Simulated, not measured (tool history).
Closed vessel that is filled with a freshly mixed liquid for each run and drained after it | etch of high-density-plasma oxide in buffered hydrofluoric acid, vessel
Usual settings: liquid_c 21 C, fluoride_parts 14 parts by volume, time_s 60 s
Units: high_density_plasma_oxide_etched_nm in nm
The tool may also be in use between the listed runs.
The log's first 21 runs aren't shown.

run	day	liquid_c	fluoride_parts	time_s	wafers since the last listed run	hours since the thermometer was replaced	hours since the hydrofluoric acid flow meter was replaced	hours since the gauge calibration	read-back film thickness of the high-density-plasma oxide reference wafer, read on the same gauge (nm)	high_density_plasma_oxide_etched_nm
22	40.279	25	18.5	80	6463	1746.7	575.5	361.8	40.01	55.27
23	43.075	18	15.5	70	6032	1813.8	642.6	428.9	39.99	38.9
# day 43.717: thermometer replaced
24	44.312	22.5	15.5	90	2580	14.3	672.3	458.6	39.99	67.65
25	45.554	17.5	16	85	2678	44.1	702.1	488.4	39.99	46.68
26	47.892	21	9.5	80	5043	100.2	758.2	544.5	39.99	87.37
27	50.388	21	14	75	5384	160.1	818.1	604.4	40	57.16
28	52.1	21	19	60	3694	201.2	859.2	645.5	39.98	34.02
29	55.025	23.5	9	80	6310	271.4	929.4	715.7	40.01	103.12
# day 55.1: hydrofluoric acid flow meter replaced
30	56.8	18.5	14	60	3739	314	40.8	758.3	39.99	39.65
31	59.05	21	10	90	4854	368	94.8	812.3	40.03	94.13
32	61.733	21	14	60	5789	432.4	159.2	876.7	40.03	45.53

Forecast each of these 3 alternatives for the next run:
A	61.762	21	14	45	62	433.1	159.9	877.4	?	?
B	61.762	24.5	16.5	90	62	433.1	159.9	877.4	?	?
C	61.762	18	14	60	62	433.1	159.9	877.4	?	?

run	read-back film thickness of the high-density-plasma oxide reference wafer, read on the same gauge (nm)	high_density_plasma_oxide_etched_nm
A	40.01	33.9
B	40.01	69.98
C	40.01	38.17
Without the tool's hidden state the same runs would have given:
run	high_density_plasma_oxide_etched_nm
A	34.4
B	70.98
C	38.74

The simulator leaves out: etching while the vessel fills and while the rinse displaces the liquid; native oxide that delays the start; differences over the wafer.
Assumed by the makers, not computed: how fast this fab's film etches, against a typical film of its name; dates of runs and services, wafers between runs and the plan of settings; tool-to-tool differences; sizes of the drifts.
